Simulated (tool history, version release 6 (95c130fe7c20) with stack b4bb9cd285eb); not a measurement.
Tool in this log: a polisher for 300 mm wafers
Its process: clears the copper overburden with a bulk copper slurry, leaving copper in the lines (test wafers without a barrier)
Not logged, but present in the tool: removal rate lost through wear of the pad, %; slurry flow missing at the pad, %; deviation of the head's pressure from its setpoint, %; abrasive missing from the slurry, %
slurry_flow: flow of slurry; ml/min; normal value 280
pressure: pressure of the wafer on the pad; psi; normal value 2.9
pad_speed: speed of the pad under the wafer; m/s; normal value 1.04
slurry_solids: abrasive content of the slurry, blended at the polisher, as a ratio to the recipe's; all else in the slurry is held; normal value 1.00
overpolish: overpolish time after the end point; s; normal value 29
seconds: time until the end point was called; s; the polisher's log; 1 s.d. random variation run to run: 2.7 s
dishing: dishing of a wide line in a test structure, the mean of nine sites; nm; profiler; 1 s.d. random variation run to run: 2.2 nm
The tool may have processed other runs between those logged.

| run | hour | slurry_flow | pressure | pad_speed | slurry_solids | overpolish | wafers since the last listed run | wafers polished on this pad | hours since the slurry nozzle was cleaned | hours since the head pressure was calibrated | hours since the slurry blender was calibrated | incoming thickness of the incoming film, nm | seconds | dishing |
|---|---|---|---|---|---|---|---|---|---|---|---|---|---|---|
| 1 | 0.0 | 280 | 2.9 | 1.04 | 1.00 | 33 | 0 | 1047 | 70.9 | 99.5 | 248.6 | 1449.1 | 145.7 | 132.3 |
| 2 | 70.9 | 280 | 2.9 | 1.04 | 1.00 | 35 | 554 | 1602 | 141.8 | 170.4 | 319.5 | 1470.1 | 151.8 | 132.8 |
| 3 | 140.5 | 280 | 2.9 | 1.04 | 1.00 | 29 | 543 | 2146 | 211.4 | 240.0 | 389.1 | 1451.6 | 155.1 | 120.7 |
|  | 197.7 | slurry blender recalibrated |
| 4 | 204.1 | 280 | 2.9 | 1.04 | 1.00 | 29 | 481 | 2627 | 275.0 | 303.6 | 6.4 | 1446.5 | 134.4 | 126.6 |
| 5 | 272.8 | 280 | 2.9 | 1.04 | 1.00 | 29 | 536 | 3164 | 343.7 | 372.3 | 75.1 | 1481.1 | 141.8 | 126.3 |
|  | 318.6 | worn pad replaced by a new one |
| 6 | 336.9 | 280 | 2.9 | 1.04 | 1.00 | 29 | 469 | 143 | 407.8 | 436.4 | 139.2 | 1483.0 | 141.3 | 126.8 |
| 7 | 405.7 | 280 | 2.9 | 1.04 | 1.00 | 29 | 537 | 680 | 476.6 | 505.2 | 208.0 | 1476.8 | 143.5 | 124.8 |
| 8 | 461.4 | 280 | 2.9 | 1.04 | 1.00 | 29 | 435 | 1116 | 532.3 | 560.9 | 263.7 | 1455.7 | 145.5 | 122.3 |
|  | 611.0 | slurry blender recalibrated |
| 9 | 638.1 | 280 | 2.9 | 1.04 | 1.00 | 29 | 1365 | 2481 | 709.0 | 737.6 | 27.1 | 1458.6 | 133.7 | 124.6 |
| 10 | 668.6 | 280 | 2.9 | 1.04 | 1.00 | 29 | 238 | 2719 | 739.5 | 768.1 | 57.6 | 1502.4 | 142.2 | 127.4 |
| 11 | 693.8 | 280 | 2.9 | 1.04 | 1.00 | 29 | 196 | 2916 | 764.7 | 793.3 | 82.8 | 1460.6 | 142.3 | 131.5 |
| 12 | 736.8 | 180 | 2.9 | 1.18 | 1.00 | 29 | 336 | 3252 | 807.7 | 836.3 | 125.8 | 1475.8 | 127.9 | 127.4 |
|  | 771.6 | worn pad replaced by a new one |
| 13 | 807.5 | 280 | 2.9 | 1.04 | 1.00 | 29 | 521 | 280 | 878.4 | 907.0 | 196.5 | 1489.4 | 148.2 | 120.8 |
|  | 809.3 | slurry nozzle cleaned |
|  | 858.2 | head pressure recalibrated |
| 14 | 874.6 | 375 | 2.9 | 0.90 | 0.80 | 29 | 500 | 781 | 65.3 | 16.4 | 263.6 | 1478.1 | 192.1 | 112.0 |
| 15 | 917.9 | 280 | 2.9 | 1.34 | 1.00 | 35 | 338 | 1119 | 108.6 | 59.7 | 306.9 | 1477.1 | 122.2 | 144.8 |
| 16 | 966.6 | 280 | 3.9 | 0.80 | 0.85 | 25 | 380 | 1500 | 157.3 | 108.4 | 355.6 | 1487.8 | 168.1 | 112.6 |
|  | 1013.9 | slurry blender recalibrated |
| 17 | 1037.6 | 280 | 2.9 | 1.04 | 1.00 | 29 | 539 | 2039 | 228.3 | 179.4 | 23.7 | 1479.9 | 139.5 | 131.6 |
| 18 | 1084.0 | 280 | 2.9 | 1.04 | 1.00 | 29 | 362 | 2402 | 274.7 | 225.8 | 70.1 | 1474.9 | 136.6 | 127.3 |
| 19 | 1109.6 | 250 | 2.9 | 1.04 | 1.00 | 29 | 200 | 2602 | 300.3 | 251.4 | 95.7 | 1485.8 | 144.1 | 126.3 |
| 20 | 1156.2 | 215 | 3.5 | 1.04 | 0.75 | 46 | 364 | 2966 | 346.9 | 298.0 | 142.3 | 1450.3 | 129.9 | 154.0 |
|  | 1173.2 | worn pad replaced by a new one |
| 21 | 1183.1 | 280 | 2.9 | 1.04 | 1.00 | 29 | 178 | 77 | 373.8 | 324.9 | 169.2 | 1472.4 | 137.6 | 124.3 |

Forecast run 22:
| 22 | 1209.8 | 280 | 2.9 | 1.34 | 1.00 | 29 | 208 | 286 | 400.5 | 351.6 | 195.9 | 1479.7 | ? | ? |

{"run 22": {"seconds": 113.0, "dishing": 134.3}}
If the tool had no hidden condition, the same run with the same run-to-run variation would have returned seconds 106.4 s, dishing 137.1 nm.

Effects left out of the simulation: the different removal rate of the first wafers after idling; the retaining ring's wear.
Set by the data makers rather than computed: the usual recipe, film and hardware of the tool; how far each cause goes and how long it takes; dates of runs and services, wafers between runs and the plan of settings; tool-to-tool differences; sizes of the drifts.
